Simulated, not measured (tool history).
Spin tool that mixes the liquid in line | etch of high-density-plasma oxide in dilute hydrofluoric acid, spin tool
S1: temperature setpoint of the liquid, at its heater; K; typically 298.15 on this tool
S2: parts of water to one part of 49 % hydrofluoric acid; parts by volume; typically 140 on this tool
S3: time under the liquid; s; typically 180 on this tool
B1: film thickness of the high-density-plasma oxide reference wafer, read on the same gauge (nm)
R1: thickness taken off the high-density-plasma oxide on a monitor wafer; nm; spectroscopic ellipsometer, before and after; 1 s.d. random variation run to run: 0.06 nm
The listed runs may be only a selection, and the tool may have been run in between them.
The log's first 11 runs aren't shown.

Run 12, hour 824: usual settings but S3 120 s; B1 79.99. Result: R1 4.63 nm.
At hour 872.1: hydrofluoric acid flow meter replaced.
Run 13, hour 899.2: usual settings; B1 80.01. Result: R1 6.62 nm.
Run 14, hour 984.3: usual settings; B1 80. Result: R1 6.65 nm.
Run 15, hour 1039.4: usual settings; B1 80.01. Result: R1 6.77 nm.
At hour 1175.7: thermometer replaced.
Run 16, hour 1319.2: usual settings; B1 80. Result: R1 6.92 nm.
Run 17, hour 1415.2: usual settings; B1 80.02. Result: R1 6.81 nm.
Run 18, hour 1517.6: usual settings but S1 294.65 K, S3 115 s; B1 80.01. Result: R1 3.86 nm.
Run 19, hour 1586.3: usual settings but S2 195 parts by volume, S3 135 s; B1 80. Result: R1 3.53 nm.
Run 20, hour 1655: usual settings but S1 302.15 K; B1 79.98. Result: R1 8.1 nm.
At hour 1705.4: hydrofluoric acid flow meter replaced.
At hour 1718.3: gauge calibrated.
Run 21, hour 1883: usual settings but S1 293.15 K, S2 205 parts by volume, S3 85 s; B1 80.01. Result: R1 1.68 nm.
Run 22, hour 1927.6: usual settings; B1 80.02. Result: R1 6.66 nm.
At hour 1954.5: thermometer replaced.
Run 23, hour 1964.7: usual settings but S2 195 parts by volume; B1 79.99. Result: R1 4.53 nm.
Run 24, hour 2066.5: usual settings but S3 75 s; B1 79.98. Result: R1 2.86 nm.
Run 25, hour 2157.5: usual settings; B1 79.99. Result: R1 6.78 nm.
Run 26, hour 2246.9: usual settings but S1 301.65 K; B1 79.99. Result: R1 7.78 nm.
Run 27, hour 2313.1: usual settings but S2 170 parts by volume; B1 79.99. Result: R1 5.46 nm.
Run 28, hour 2362.6: usual settings; B1 80. Result: R1 6.91 nm.
Run 29, hour 2440.2: usual settings; B1 79.99. Result: R1 6.94 nm.
Run 30, hour 2491.6: usual settings but S1 294.15 K, S2 100 parts by volume, S3 95 s; B1 79.98. Result: R1 4.59 nm.
At hour 2533.9: hydrofluoric acid flow meter replaced.
Run 31, hour 2549.2: usual settings but S1 302.65 K, S2 105 parts by volume, S3 240 s; B1 79.99. Result: R1 14.91 nm.
Run 32, hour 2593.8: usual settings but S1 293.15 K, S2 120 parts by volume, S3 105 s; B1 80.01. Result: R1 3.84 nm.

Branching from run 32: 4 alternative next runs. What would each branch give?
Run A, hour 2594.3: usual settings; B1 ?. Result: R1 ?.
Run B, hour 2594.3: usual settings but S3 215 s; B1 ?. Result: R1 ?.
Run C, hour 2594.3: usual settings but S2 75 parts by volume, S3 140 s; B1 ?. Result: R1 ?.
Run D, hour 2594.3: usual settings but S3 225 s; B1 ?. Result: R1 ?.

run     B1     R1
  A  79.99   6.66
  B  79.99   7.95
  C  79.99  10.48
  D  79.99   8.32
Without the tool's unlogged condition, the same runs would have read:
run     R1
  A   6.59
  B   7.87
  C  10.37
  D   8.23

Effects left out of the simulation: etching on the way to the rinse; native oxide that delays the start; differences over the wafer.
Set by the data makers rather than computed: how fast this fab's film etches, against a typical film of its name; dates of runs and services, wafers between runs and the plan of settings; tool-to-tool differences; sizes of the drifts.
